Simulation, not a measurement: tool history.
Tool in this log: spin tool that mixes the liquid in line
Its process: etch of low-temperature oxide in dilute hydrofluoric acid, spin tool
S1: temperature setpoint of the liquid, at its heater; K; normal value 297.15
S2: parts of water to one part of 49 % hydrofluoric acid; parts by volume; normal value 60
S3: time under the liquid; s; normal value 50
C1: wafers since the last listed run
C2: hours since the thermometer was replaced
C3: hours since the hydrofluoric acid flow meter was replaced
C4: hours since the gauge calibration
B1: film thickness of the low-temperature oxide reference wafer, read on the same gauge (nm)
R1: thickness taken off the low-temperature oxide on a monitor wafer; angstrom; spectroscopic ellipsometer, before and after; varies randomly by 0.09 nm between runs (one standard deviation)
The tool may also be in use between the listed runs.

run	day	S1	S2	S3	C1	C2	C3	C4	B1	R1
1	0.000	297.15	60	50	0	2197.3	2142.7	775.6	40.02	125.5
# day 0.300: gauge calibrated
2	0.592	297.15	60	50	176	2211.5	2156.9	7.0	40.00	126.6
3	1.250	297.15	45	30	195	2227.3	2172.7	22.8	40.01	102.7
4	1.571	297.15	45	30	95	2235.0	2180.4	30.5	39.98	102.4
5	2.033	297.15	45	30	137	2246.1	2191.5	41.6	39.98	101.8
6	2.512	297.15	60	50	142	2257.6	2203.0	53.1	39.99	125.4
7	3.246	297.15	60	50	218	2275.2	2220.6	70.7	39.99	123.9
8	3.921	297.15	60	50	200	2291.4	2236.8	86.9	40.00	123.7
9	4.233	297.15	60	50	92	2298.9	2244.3	94.4	40.02	124.9
10	4.633	301.65	60	60	119	2308.5	2253.9	104.0	40.00	179.7
11	5.258	299.65	75	40	185	2323.5	2268.9	119.0	40.00	85.9
12	5.829	297.15	75	60	169	2337.2	2282.6	132.7	40.01	116.6
13	6.312	301.65	35	50	143	2348.8	2294.2	144.3	40.03	265.6
14	6.962	292.65	40	20	193	2364.4	2309.8	159.9	39.95	63.0
15	7.658	295.15	85	65	207	2381.1	2326.5	176.6	40.01	100.2
16	8.121	297.15	60	50	137	2392.2	2337.6	187.7	40.02	122.1
17	8.383	297.15	60	50	78	2398.5	2343.9	194.0	40.01	122.8
18	9.100	297.15	60	50	213	2415.7	2361.1	211.2	39.98	122.4
19	9.704	297.15	80	40	179	2430.2	2375.6	225.7	40.00	72.0
# day 9.950: hydrofluoric acid flow meter replaced
20	10.258	297.15	60	35	152	2443.5	7.4	239.0	40.01	98.5
21	10.612	297.15	90	75	105	2452.0	15.9	247.5	39.98	135.2
# day 10.904: thermometer replaced
22	11.071	300.15	60	50	123	4.0	26.9	258.5	39.96	173.1
23	11.392	301.65	35	50	95	11.7	34.6	266.2	40.01	329.2
24	11.717	297.15	40	65	96	19.5	42.4	274.0	40.02	307.9
25	12.046	299.15	80	80	97	27.4	50.3	281.9	40.01	196.2
26	12.575	301.15	60	80	157	40.1	63.0	294.6	39.95	290.6
27	13.308	301.65	60	40	218	57.7	80.6	312.2	40.00	147.0
28	13.775	292.15	40	50	138	68.9	91.8	323.4	40.04	191.7
29	15.825	297.15	60	40	610	118.1	141.0	372.6	40.02	122.9
30	16.571	299.65	60	50	221	136.0	158.9	390.5	39.99	170.0
31	17.233	297.15	50	60	197	151.9	174.8	406.4	40.00	222.4
32	17.892	294.65	70	60	195	167.7	190.6	422.2	39.99	138.5

Hidden state or all else? Some run-to-run changes of R1, split into what the settings, what came in and random variation would give without the hidden state, and what is left for the hidden state (with any gauge scatter that isn't in both results):
The tool's hidden condition here consists of: liquid colder than its thermometer reads (K); hydrofluoric acid flow below the setpoint (%); gauge reads high (%).
Run 10 -> 11: S1 301.65 -> 299.65, S2 60 -> 75, S3 60 -> 40. R1 -93.8 angstrom: hidden state +26.0, all else -119.8.
Run 12 -> 13: S1 297.15 -> 301.65, S2 75 -> 35, S3 60 -> 50. R1 +149.0 angstrom: hidden state -41.8, all else +190.8.
Run 13 -> 14: S1 301.65 -> 292.65, S2 35 -> 40, S3 50 -> 20. R1 -202.6 angstrom: hidden state +57.2, all else -259.8.
Run 22 -> 23: S1 300.15 -> 301.65, S2 60 -> 35. R1 +156.1 angstrom: hidden state -5.5, all else +161.6.
